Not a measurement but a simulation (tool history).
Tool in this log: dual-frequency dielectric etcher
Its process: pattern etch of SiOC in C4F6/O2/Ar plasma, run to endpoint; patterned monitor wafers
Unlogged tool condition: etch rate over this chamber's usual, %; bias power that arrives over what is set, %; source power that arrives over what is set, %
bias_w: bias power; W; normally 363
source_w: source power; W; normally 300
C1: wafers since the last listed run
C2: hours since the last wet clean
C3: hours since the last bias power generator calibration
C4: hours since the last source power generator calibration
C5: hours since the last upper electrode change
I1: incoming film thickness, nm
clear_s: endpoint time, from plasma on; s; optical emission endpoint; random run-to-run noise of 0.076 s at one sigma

Run 1, hour 0: usual settings but bias_w 292 W; C1 0; C2 138.2; C3 3223.5; C4 2327; C5 2815; I1 28.33. Result: clear_s 13.5 s.
Run 2, hour 26.8: usual settings; C1 325; C2 165; C3 3250.3; C4 2353.8; C5 2841.8; I1 28.18. Result: clear_s 12.4 s.
Run 3, hour 54.4: usual settings; C1 334; C2 192.6; C3 3277.9; C4 2381.4; C5 2869.4; I1 28.3. Result: clear_s 12.6 s.
Run 4, hour 78.3: usual settings; C1 289; C2 216.5; C3 3301.8; C4 2405.3; C5 2893.3; I1 28.46. Result: clear_s 12.4 s.
Run 5, hour 98.9: usual settings; C1 249; C2 237.1; C3 3322.4; C4 2425.9; C5 2913.9; I1 28.35. Result: clear_s 12.3 s.
Run 6, hour 131.6: usual settings but source_w 350 W; C1 396; C2 269.8; C3 3355.1; C4 2458.6; C5 2946.6; I1 28.58. Result: clear_s 11.7 s.
Run 7, hour 153.6: usual settings but source_w 350 W; C1 266; C2 291.8; C3 3377.1; C4 2480.6; C5 2968.6; I1 28.19. Result: clear_s 11.5 s.
Run 8, hour 186.1: usual settings but bias_w 306 W; C1 394; C2 324.3; C3 3409.6; C4 2513.1; C5 3001.1; I1 28.38. Result: clear_s 13.2 s.
Run 9, hour 204.1: usual settings; C1 218; C2 342.3; C3 3427.6; C4 2531.1; C5 3019.1; I1 28.05. Result: clear_s 12.3 s.
Run 10, hour 224: usual settings; C1 241; C2 362.2; C3 3447.5; C4 2551; C5 3039; I1 28.6. Result: clear_s 12.5 s.
Run 11, hour 242: usual settings but source_w 270 W; C1 218; C2 380.2; C3 3465.5; C4 2569; C5 3057; I1 28.83. Result: clear_s 13.1 s.
At hour 249.1: source power generator calibrated.
Run 12, hour 271.3: usual settings but source_w 270 W; C1 306; C2 409.5; C3 3494.8; C4 22.2; C5 3086.3; I1 28.27. Result: clear_s 12.7 s.
Run 13, hour 296.9: usual settings but source_w 340 W; C1 310; C2 435.1; C3 3520.4; C4 47.8; C5 3111.9; I1 28.18. Result: clear_s 11.5 s.
At hour 323.2: upper electrode replaced, of another model than before.
Run 14, hour 323.7: usual settings; C1 33; C2 461.9; C3 3547.2; C4 74.6; C5 0.5; I1 28.34. Result: clear_s 12.2 s.
Run 15, hour 349: usual settings but source_w 240 W; C1 306; C2 487.2; C3 3572.5; C4 99.9; C5 25.8; I1 28.48. Result: clear_s 13.1 s.
Run 16, hour 361.9: usual settings; C1 156; C2 500.1; C3 3585.4; C4 112.8; C5 38.7; I1 28.49. Result: clear_s 12.3 s.
Run 17, hour 397.6: usual settings but bias_w 297 W, source_w 260 W; C1 432; C2 535.8; C3 3621.1; C4 148.5; C5 74.4; I1 28.27. Result: clear_s 13.2 s.
At hour 407.3: bias power generator calibrated.
At hour 446.1: wet clean of the chamber.
Run 18, hour 479.8: usual settings; C1 657; C2 33.7; C3 72.5; C4 230.7; C5 156.6; I1 28.45. Result: clear_s 12.6 s.
Run 19, hour 494.5: usual settings but bias_w 398 W, source_w 350 W; C1 178; C2 48.4; C3 87.2; C4 245.4; C5 171.3; I1 28.3. Result: clear_s 11.6 s.
Run 20, hour 530.3: usual settings but bias_w 453 W, source_w 330 W; C1 434; C2 84.2; C3 123; C4 281.2; C5 207.1; I1 28.35. Result: clear_s 11.7 s.
Run 21, hour 562.2: usual settings but bias_w 422 W, source_w 330 W; C1 386; C2 116.1; C3 154.9; C4 313.1; C5 239; I1 28.3. Result: clear_s 11.9 s.
Run 22, hour 582.7: usual settings but bias_w 303 W, source_w 360 W; C1 248; C2 136.6; C3 175.4; C4 333.6; C5 259.5; I1 28.26. Result: clear_s 12.1 s.
Run 23, hour 614.7: usual settings but bias_w 285 W, source_w 370 W; C1 388; C2 168.6; C3 207.4; C4 365.6; C5 291.5; I1 28.51. Result: clear_s 12.3 s.
Run 24, hour 640.5: usual settings but source_w 350 W; C1 312; C2 194.4; C3 233.2; C4 391.4; C5 317.3; I1 28.44. Result: clear_s 12 s.
Run 25, hour 671.1: usual settings but bias_w 423 W, source_w 220 W; C1 371; C2 225; C3 263.8; C4 422; C5 347.9; I1 28.67. Result: clear_s 13.2 s.

What if the next run were any one of these 3? Each begins from the tool's condition after run 25:
Run A, hour 671.5: usual settings; C1 4; C2 225.4; C3 264.2; C4 422.4; C5 348.3; I1 28.41. Result: clear_s ?.
Run B, hour 671.5: usual settings but bias_w 308 W; C1 4; C2 225.4; C3 264.2; C4 422.4; C5 348.3; I1 28.41. Result: clear_s ?.
Run C, hour 671.5: usual settings but bias_w 390 W, source_w 260 W; C1 4; C2 225.4; C3 264.2; C4 422.4; C5 348.3; I1 28.41. Result: clear_s ?.

run  clear_s
  A     12.3
  B     12.8
  C     12.6
Take away the tool's hidden state, keep each run's random variation, and the runs would have read:
run  clear_s
  A     12.4
  B     12.9
  C     12.8
